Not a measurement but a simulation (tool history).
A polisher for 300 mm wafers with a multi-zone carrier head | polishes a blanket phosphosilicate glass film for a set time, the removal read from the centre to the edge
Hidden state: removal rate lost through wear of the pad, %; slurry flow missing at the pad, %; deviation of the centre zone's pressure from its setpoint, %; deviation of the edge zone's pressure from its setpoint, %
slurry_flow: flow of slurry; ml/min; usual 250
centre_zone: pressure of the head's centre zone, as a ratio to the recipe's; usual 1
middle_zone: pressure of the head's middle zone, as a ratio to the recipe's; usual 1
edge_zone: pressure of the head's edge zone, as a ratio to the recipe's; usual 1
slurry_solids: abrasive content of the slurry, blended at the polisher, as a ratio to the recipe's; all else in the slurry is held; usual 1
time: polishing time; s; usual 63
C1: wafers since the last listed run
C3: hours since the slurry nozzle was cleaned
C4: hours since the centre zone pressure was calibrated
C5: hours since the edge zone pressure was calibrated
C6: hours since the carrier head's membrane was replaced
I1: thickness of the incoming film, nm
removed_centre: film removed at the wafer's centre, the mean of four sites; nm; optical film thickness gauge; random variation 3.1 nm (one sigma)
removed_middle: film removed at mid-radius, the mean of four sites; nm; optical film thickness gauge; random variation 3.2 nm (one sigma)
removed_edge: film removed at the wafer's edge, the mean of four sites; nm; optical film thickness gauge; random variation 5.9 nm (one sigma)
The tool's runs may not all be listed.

{"run": 1, "hour": 0.0, "slurry_flow": 275, "centre_zone": 1, "middle_zone": 1, "edge_zone": 1, "slurry_solids": 1, "time": 63, "C1": 0, "wafers polished on this pad": 778, "C3": 401.6, "C4": 309.1, "C5": 869, "C6": 864.9, "I1": 2757.5, "removed_centre": 424.6, "removed_middle": 437.5, "removed_edge": 438}
{"run": 2, "hour": 31.1, "slurry_flow": 275, "centre_zone": 1, "middle_zone": 1, "edge_zone": 1, "slurry_solids": 1, "time": 63, "C1": 346, "wafers polished on this pad": 1125, "C3": 432.7, "C4": 340.2, "C5": 900.1, "C6": 896, "I1": 2761.1, "removed_centre": 424.7, "removed_middle": 434.6, "removed_edge": 417.5}
{"hour": 36.2, "done": "worn pad replaced by a new one"}
{"run": 3, "hour": 44.4, "slurry_flow": 250, "centre_zone": 1, "middle_zone": 1, "edge_zone": 1, "slurry_solids": 1.1, "time": 63, "C1": 103, "wafers polished on this pad": 91, "C3": 446, "C4": 353.5, "C5": 913.4, "C6": 909.3, "I1": 2761, "removed_centre": 465, "removed_middle": 474.2, "removed_edge": 477.3}
{"run": 4, "hour": 76.6, "slurry_flow": 250, "centre_zone": 1, "middle_zone": 1, "edge_zone": 1, "slurry_solids": 1.1, "time": 63, "C1": 358, "wafers polished on this pad": 450, "C3": 478.2, "C4": 385.7, "C5": 945.6, "C6": 941.5, "I1": 2745.3, "removed_centre": 452.2, "removed_middle": 458.9, "removed_edge": 454.2}
{"run": 5, "hour": 101.9, "slurry_flow": 250, "centre_zone": 1, "middle_zone": 1, "edge_zone": 1, "slurry_solids": 1, "time": 63, "C1": 281, "wafers polished on this pad": 732, "C3": 503.5, "C4": 411, "C5": 970.9, "C6": 966.8, "I1": 2800.8, "removed_centre": 421.4, "removed_middle": 432.8, "removed_edge": 428.7}
{"run": 6, "hour": 128.2, "slurry_flow": 250, "centre_zone": 1, "middle_zone": 1, "edge_zone": 1, "slurry_solids": 1, "time": 63, "C1": 293, "wafers polished on this pad": 1025, "C3": 529.8, "C4": 437.3, "C5": 997.2, "C6": 993.1, "I1": 2756.8, "removed_centre": 417.8, "removed_middle": 428.1, "removed_edge": 419.8}
{"hour": 155.6, "done": "worn pad replaced by a new one"}
{"run": 7, "hour": 157.0, "slurry_flow": 250, "centre_zone": 0.96, "middle_zone": 1.02, "edge_zone": 1, "slurry_solids": 1, "time": 63, "C1": 276, "wafers polished on this pad": 15, "C3": 558.6, "C4": 466.1, "C5": 1026, "C6": 1021.9, "I1": 2758.4, "removed_centre": 432.8, "removed_middle": 474.5, "removed_edge": 455.8}
{"run": 8, "hour": 218.1, "slurry_flow": 250, "centre_zone": 0.96, "middle_zone": 1.02, "edge_zone": 1, "slurry_solids": 1, "time": 63, "C1": 680, "wafers polished on this pad": 696, "C3": 619.7, "C4": 527.2, "C5": 1087.1, "C6": 1083, "I1": 2761.5, "removed_centre": 408.8, "removed_middle": 444, "removed_edge": 431.6}
{"hour": 248.6, "done": "slurry nozzle cleaned"}
{"hour": 257.1, "done": "worn pad replaced by a new one"}
{"hour": 259.6, "done": "edge zone pressure recalibrated"}
{"run": 9, "hour": 260.1, "slurry_flow": 250, "centre_zone": 0.96, "middle_zone": 1.02, "edge_zone": 1, "slurry_solids": 1, "time": 63, "C1": 389, "wafers polished on this pad": 10, "C3": 11.5, "C4": 569.2, "C5": 0.5, "C6": 1125, "I1": 2754.6, "removed_centre": 431.7, "removed_middle": 473.2, "removed_edge": 460.9}
{"run": 10, "hour": 283.5, "slurry_flow": 250, "centre_zone": 1, "middle_zone": 1.12, "edge_zone": 1, "slurry_solids": 1, "time": 63, "C1": 260, "wafers polished on this pad": 271, "C3": 34.9, "C4": 592.6, "C5": 23.9, "C6": 1148.4, "I1": 2772.1, "removed_centre": 436.8, "removed_middle": 483.8, "removed_edge": 447}
{"run": 11, "hour": 313.4, "slurry_flow": 250, "centre_zone": 1, "middle_zone": 1, "edge_zone": 1, "slurry_solids": 1, "time": 84, "C1": 333, "wafers polished on this pad": 604, "C3": 64.8, "C4": 622.5, "C5": 53.8, "C6": 1178.3, "I1": 2780.4, "removed_centre": 567.5, "removed_middle": 586.8, "removed_edge": 598.9}
{"hour": 321.8, "done": "centre zone pressure recalibrated"}
{"run": 12, "hour": 335.2, "slurry_flow": 250, "centre_zone": 1, "middle_zone": 1, "edge_zone": 1, "slurry_solids": 1, "time": 63, "C1": 220, "wafers polished on this pad": 825, "C3": 86.6, "C4": 13.4, "C5": 75.6, "C6": 1200.1, "I1": 2747.4, "removed_centre": 420.9, "removed_middle": 434, "removed_edge": 436.3}
{"run": 13, "hour": 357.3, "slurry_flow": 215, "centre_zone": 1, "middle_zone": 0.97, "edge_zone": 1.08, "slurry_solids": 1, "time": 63, "C1": 246, "wafers polished on this pad": 1071, "C3": 108.7, "C4": 35.5, "C5": 97.7, "C6": 1222.2, "I1": 2761.1, "removed_centre": 410.6, "removed_middle": 417.6, "removed_edge": 440.9}
{"hour": 362.2, "done": "worn pad replaced by a new one"}
{"hour": 363.8, "done": "carrier head's membrane replaced by a new one"}
{"run": 14, "hour": 391.4, "slurry_flow": 275, "centre_zone": 1, "middle_zone": 1, "edge_zone": 1, "slurry_solids": 1, "time": 63, "C1": 316, "wafers polished on this pad": 307, "C3": 142.8, "C4": 69.6, "C5": 131.8, "C6": 27.6, "I1": 2809.7, "removed_centre": 438.6, "removed_middle": 452.3, "removed_edge": 436.3}
{"run": 15, "hour": 426.5, "slurry_flow": 165, "centre_zone": 1, "middle_zone": 1, "edge_zone": 0.89, "slurry_solids": 1, "time": 82, "C1": 391, "wafers polished on this pad": 698, "C3": 177.9, "C4": 104.7, "C5": 166.9, "C6": 62.7, "I1": 2772.6, "removed_centre": 506.8, "removed_middle": 537.8, "removed_edge": 507.5}
{"run": 16, "hour": 453.7, "slurry_flow": 285, "centre_zone": 1, "middle_zone": 1.04, "edge_zone": 1, "slurry_solids": 1, "time": 84, "C1": 303, "wafers polished on this pad": 1001, "C3": 205.1, "C4": 131.9, "C5": 194.1, "C6": 89.9, "I1": 2767.4, "removed_centre": 573.8, "removed_middle": 605.8, "removed_edge": 580.6}
{"hour": 468.6, "done": "worn pad replaced by a new one"}
{"run": 17, "hour": 487.2, "slurry_flow": 250, "centre_zone": 1.04, "middle_zone": 1, "edge_zone": 1, "slurry_solids": 1, "time": 63, "C1": 328, "wafers polished on this pad": 206, "C3": 238.6, "C4": 165.4, "C5": 227.6, "C6": 123.4, "I1": 2739.1, "removed_centre": 449.5, "removed_middle": 445.6, "removed_edge": 444.7}
{"run": 18, "hour": 525.5, "slurry_flow": 220, "centre_zone": 0.9, "middle_zone": 1, "edge_zone": 1, "slurry_solids": 1, "time": 63, "C1": 426, "wafers polished on this pad": 633, "C3": 276.9, "C4": 203.7, "C5": 265.9, "C6": 161.7, "I1": 2783.3, "removed_centre": 373.4, "removed_middle": 421.3, "removed_edge": 424.9}
{"run": 19, "hour": 555.6, "slurry_flow": 250, "centre_zone": 1, "middle_zone": 1, "edge_zone": 1, "slurry_solids": 1, "time": 63, "C1": 335, "wafers polished on this pad": 968, "C3": 307, "C4": 233.8, "C5": 296, "C6": 191.8, "I1": 2783.6, "removed_centre": 418.9, "removed_middle": 431.6, "removed_edge": 431.4}

3 ways to go on from here, each from the tool as it stands after run 19. What would each give?
{"run": "A", "hour": 556.0, "slurry_flow": 250, "centre_zone": 1, "middle_zone": 1.03, "edge_zone": 1, "slurry_solids": 1, "time": 63, "C1": 4, "wafers polished on this pad": 973, "C3": 307.4, "C4": 234.2, "C5": 296.4, "C6": 192.2, "I1": 2761.5, "removed_centre": "?", "removed_middle": "?", "removed_edge": "?"}
{"run": "B", "hour": 556.0, "slurry_flow": 310, "centre_zone": 1, "middle_zone": 1.08, "edge_zone": 1, "slurry_solids": 1, "time": 63, "C1": 4, "wafers polished on this pad": 973, "C3": 307.4, "C4": 234.2, "C5": 296.4, "C6": 192.2, "I1": 2761.5, "removed_centre": "?", "removed_middle": "?", "removed_edge": "?"}
{"run": "C", "hour": 556.0, "slurry_flow": 285, "centre_zone": 1.06, "middle_zone": 1, "edge_zone": 0.93, "slurry_solids": 1, "time": 63, "C1": 4, "wafers polished on this pad": 973, "C3": 307.4, "C4": 234.2, "C5": 296.4, "C6": 192.2, "I1": 2761.5, "removed_centre": "?", "removed_middle": "?", "removed_edge": "?"}

run=A removed_centre=419.3 removed_middle=441.3 removed_edge=425.3
run=B removed_centre=430.8 removed_middle=467.8 removed_edge=433
run=C removed_centre=452.3 removed_middle=438.8 removed_edge=415.9
Without the tool's hidden state the same runs would have given:
run=A removed_centre=455.9 removed_middle=479.8 removed_edge=462.4
run=B removed_centre=468.4 removed_middle=508.6 removed_edge=470.8
run=C removed_centre=491.7 removed_middle=477.1 removed_edge=452.2

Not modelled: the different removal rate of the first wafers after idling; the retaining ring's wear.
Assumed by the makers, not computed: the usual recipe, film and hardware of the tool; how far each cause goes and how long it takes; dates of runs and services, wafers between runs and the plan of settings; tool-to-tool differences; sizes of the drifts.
